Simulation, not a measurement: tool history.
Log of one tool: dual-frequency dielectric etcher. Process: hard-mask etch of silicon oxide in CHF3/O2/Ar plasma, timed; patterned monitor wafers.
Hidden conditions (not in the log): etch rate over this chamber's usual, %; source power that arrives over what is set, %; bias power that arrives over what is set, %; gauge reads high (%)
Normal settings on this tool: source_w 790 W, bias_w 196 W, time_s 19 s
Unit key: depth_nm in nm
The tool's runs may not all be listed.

run	day	source_w	bias_w	time_s	wafers since the last listed run	hours since the last wet clean	hours since the last source power generator calibration	hours since the last bias power generator calibration	hours since the last upper electrode change	hours since the gauge calibration	read-back reference wafer on the same gauge, depth_nm	depth_nm
1	0	640	196	19	0	366	3556.7	3223.6	3497.6	2265.7	42.4	35.26
2	3.229	640	196	19	860	443.5	3634.2	3301.1	3575.1	2343.2	42.41	35.3
# day 6.117: gauge calibrated
3	7.338	790	196	19	1094	542.1	3732.8	3399.7	3673.7	29.3	42.44	40.89
4	8.954	790	196	21	430	580.9	3771.6	3438.5	3712.5	68.1	42.38	45.25
# day 10.483: wet clean of the chamber
5	13.125	900	196	19	845	63.4	3871.7	3538.6	3812.6	168.2	42.47	42.29
6	17.1	840	196	19	1059	158.8	3967.1	3634	3908	263.6	42.41	40.74
7	20.838	840	196	19	996	248.5	4056.8	3723.7	3997.7	353.3	42.39	41.13
8	23.754	840	196	19	777	318.5	4126.8	3793.7	4067.7	423.3	42.38	40.93
9	25.871	790	196	19	564	369.3	4177.6	3844.5	4118.5	474.1	42.42	39.82
# day 27.792: upper electrode replaced, of another model than before
10	27.812	900	150	17	250	415.9	4224.2	3891.1	0.5	520.7	42.43	38.32
11	31.408	920	152	16.5	958	502.2	4310.5	3977.4	86.8	607	42.4	38.61
# day 34.662: source power generator calibrated
# day 35.308: wet clean of the chamber
12	35.633	690	240	21	909	7.8	23.3	4078.8	188.2	708.4	42.4	37.9
13	40.696	890	196	19	1349	129.3	144.8	4200.3	309.7	829.9	42.42	43.96
14	42.4	860	196	19	454	170.2	185.7	4241.2	350.6	870.8	42.39	42.87
15	46.804	790	150	19	1173	275.9	291.4	4346.9	456.3	976.5	42.4	38.18
16	49.558	790	196	19	733	342	357.5	4413	522.4	1042.6	42.41	40.11
# day 51.517: bias power generator calibrated
17	52.7	790	235	19	792	417.4	432.9	28.4	597.8	1118	42.44	41.56
18	54.954	950	225	22	600	471.5	487	82.5	651.9	1172.1	42.38	56.37
19	58.288	600	196	22.5	888	551.5	567	162.5	731.9	1252.1	42.36	32.13
20	61.083	790	196	19	745	618.6	634.1	229.6	799	1319.2	42.35	41.09
# day 64.604: wet clean of the chamber
21	64.625	690	234	14	677	0.5	719.1	314.6	884	1404.2	42.38	25.19
22	74.529	980	222	21	2639	238.2	956.8	552.3	1121.7	1641.9	42.43	54.34
23	78.842	910	168	19	1149	341.7	1060.3	655.8	1225.2	1745.4	42.33	44.4
24	81.362	790	196	19	671	402.2	1120.8	716.3	1285.7	1805.9	42.36	39.93
25	83.071	710	223	16.5	455	443.2	1161.8	757.3	1326.7	1846.9	42.43	31.56
26	85.738	990	196	19	710	507.2	1225.8	821.3	1390.7	1910.9	42.41	49.2
27	88.008	980	222	21	605	561.7	1280.3	875.8	1445.2	1965.4	42.43	55.59
# day 90.342: wet clean of the chamber
28	90.362	790	196	19	360	0.5	1336.8	932.3	1501.7	2021.9	42.45	38.82
29	92.05	920	181	16	449	41	1377.3	972.8	1542.2	2062.4	42.38	37.46
30	100.675	890	173	19	2298	248	1584.3	1179.8	1749.2	2269.4	42.46	43.45

Alternative continuations, all from the tool just after run 30; predict every row:
A	100.692	790	196	19	4	248.4	1584.7	1180.2	1749.6	2269.8	?	?
B	100.692	680	181	20.5	4	248.4	1584.7	1180.2	1749.6	2269.8	?	?
C	100.692	950	196	20.5	4	248.4	1584.7	1180.2	1749.6	2269.8	?	?

run	read-back reference wafer on the same gauge, depth_nm	depth_nm
A	42.41	39.8
B	42.41	35.29
C	42.41	50.82
With the hidden condition removed and each run's random variation left untouched, the same runs would have given:
run	depth_nm
A	39.02
B	34.6
C	49.83

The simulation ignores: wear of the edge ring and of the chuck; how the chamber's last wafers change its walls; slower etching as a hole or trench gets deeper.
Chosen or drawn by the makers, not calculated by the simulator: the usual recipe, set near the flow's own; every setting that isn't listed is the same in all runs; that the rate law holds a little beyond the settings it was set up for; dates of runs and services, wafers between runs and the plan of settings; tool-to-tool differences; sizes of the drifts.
